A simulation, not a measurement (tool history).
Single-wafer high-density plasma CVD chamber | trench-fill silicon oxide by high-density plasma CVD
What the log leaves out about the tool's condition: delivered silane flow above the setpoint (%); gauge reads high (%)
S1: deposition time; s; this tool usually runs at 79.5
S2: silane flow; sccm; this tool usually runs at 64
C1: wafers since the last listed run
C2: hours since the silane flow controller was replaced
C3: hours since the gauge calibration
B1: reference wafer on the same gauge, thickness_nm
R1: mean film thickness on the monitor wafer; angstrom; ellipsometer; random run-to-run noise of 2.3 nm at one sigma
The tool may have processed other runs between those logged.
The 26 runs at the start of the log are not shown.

run	hour	S1	S2	C1	C2	C3	B1	R1
27	2336.2	74.1	64	955	213.0	3842.8	492.968	5088.43
# hour 2383.2: gauge calibrated
28	2401.7	71.7	72	788	278.5	18.5	493.023	5514.17
29	2498.2	90.7	71	1161	375.0	115.0	492.836	6935.77
30	2575.8	66.1	59	933	452.6	192.6	493.019	4219.70
31	2678.5	79.5	64	1236	555.3	295.3	492.977	5497.20
32	2747.9	79.5	64	835	624.7	364.7	492.498	5508.87
33	2843.6	79.5	70	1151	720.4	460.4	493.317	6028.66
34	2911.0	79.5	64	811	787.8	527.8	493.152	5526.06
35	3011.9	72.1	56	1214	888.7	628.7	493.425	4395.30
36	3110.9	70.2	56	1191	987.7	727.7	492.831	4286.55
37	3177.4	70.4	71	800	1054.2	794.2	493.289	5478.36
38	3270.6	89.0	70	1121	1147.4	887.4	493.332	6900.46
39	3340.8	87.1	60	844	1217.6	957.6	493.267	5713.98
40	3422.1	86.6	54	978	1298.9	1038.9	492.332	5188.64
41	3491.2	89.0	59	831	1368.0	1108.0	492.682	5781.33
42	3557.8	70.7	54	801	1434.6	1174.6	493.001	4235.62
43	3614.6	79.5	54	683	1491.4	1231.4	493.280	4736.60
44	3664.1	79.5	64	595	1540.9	1280.9	492.923	5635.82
45	3739.5	65.0	69	907	1616.3	1356.3	492.417	4959.48
46	3809.5	94.3	69	842	1686.3	1426.3	493.281	7258.13
47	3902.1	70.2	71	1114	1778.9	1518.9	492.999	5518.91

3 ways to go on from here, each from the tool as it stands after run 47. What would each give?
A	3902.5	84.0	64	4	1779.3	1519.3	?	?
B	3902.5	79.5	77	4	1779.3	1519.3	?	?
C	3902.5	93.5	54	4	1779.3	1519.3	?	?

run	B1	R1
A	492.895	5980.10
B	492.895	6809.37
C	492.895	5616.36
Without the tool's hidden state the same runs would have given:
run	R1
A	5650.50
B	6434.07
C	5306.81

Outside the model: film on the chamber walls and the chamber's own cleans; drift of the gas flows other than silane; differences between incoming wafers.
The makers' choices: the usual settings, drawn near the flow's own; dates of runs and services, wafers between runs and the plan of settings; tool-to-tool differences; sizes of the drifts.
